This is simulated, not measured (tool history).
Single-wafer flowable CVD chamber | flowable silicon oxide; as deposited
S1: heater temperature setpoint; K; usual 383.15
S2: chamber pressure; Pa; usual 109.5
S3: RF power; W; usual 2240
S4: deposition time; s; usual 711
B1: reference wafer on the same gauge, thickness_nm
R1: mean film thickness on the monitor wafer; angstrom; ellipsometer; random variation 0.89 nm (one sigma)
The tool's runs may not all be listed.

run,day,S1,S2,S3,S4,B1,R1
1,0.000,395.15,109.5,2240,764,372.786,2268.39
2,0.508,395.15,109.5,2240,764,372.653,2278.16
3,1.862,383.15,109.5,2240,711,373.186,3067.23
4,5.404,383.15,109.5,2240,711,372.921,3048.20
5,6.658,383.15,109.5,2240,711,373.090,3031.15
6,10.212,383.15,109.5,2240,711,372.880,3016.16
7,11.017,383.15,109.5,2240,774,372.774,3273.75
# day 11.046: gauge calibrated
8,12.071,383.15,109.5,2240,774,373.188,3267.82
9,13.354,383.15,109.5,2240,774,373.306,3266.10
# day 14.150: RF generator calibrated
10,14.271,383.15,109.5,2240,768,373.041,3243.49
# day 15.350: thermocouple changed; heater temperature recalibrated
11,15.546,383.15,109.5,2240,768,372.779,3400.69
# day 16.371: showerhead replaced
12,16.400,383.15,109.5,2240,711,373.128,3135.52
13,17.488,383.15,109.5,2370,790,372.917,3468.66
# day 18.700: capacitance manometer re-zeroed and calibrated
14,18.967,394.15,100.3,1920,605,372.986,1785.36
15,19.617,383.15,82.9,2115,711,372.833,2510.48
16,20.883,383.15,109.5,2240,711,372.751,3301.44
17,21.683,389.15,109.5,2240,711,372.753,2711.77
18,22.492,383.15,109.5,2240,711,373.100,3318.82
19,23.171,389.15,89.5,2105,711,373.218,2206.07
20,23.704,379.15,131.3,2555,600,373.080,3859.40
21,25.100,383.15,123.9,2240,816,373.052,4253.53
22,26.092,368.15,85.5,1935,711,373.174,4284.14

The same runs without the tool's hidden state, with the same run-to-run variation:
The hidden state here: wafer temperature above the value expected at the setpoint (K); delivered RF power above the setpoint (%); true pressure above the setpoint (%); gauge reads high (%).
run,R1
1,2455.95
2,2468.86
3,3359.44
4,3361.97
5,3351.64
6,3359.73
7,3652.88
8,3654.53
9,3662.81
10,3644.81
11,3630.64
12,3363.03
13,3741.75
14,1794.62
15,2532.14
16,3342.32
17,2749.23
18,3373.55
19,2243.73
20,3939.97
21,4350.99
22,4396.39

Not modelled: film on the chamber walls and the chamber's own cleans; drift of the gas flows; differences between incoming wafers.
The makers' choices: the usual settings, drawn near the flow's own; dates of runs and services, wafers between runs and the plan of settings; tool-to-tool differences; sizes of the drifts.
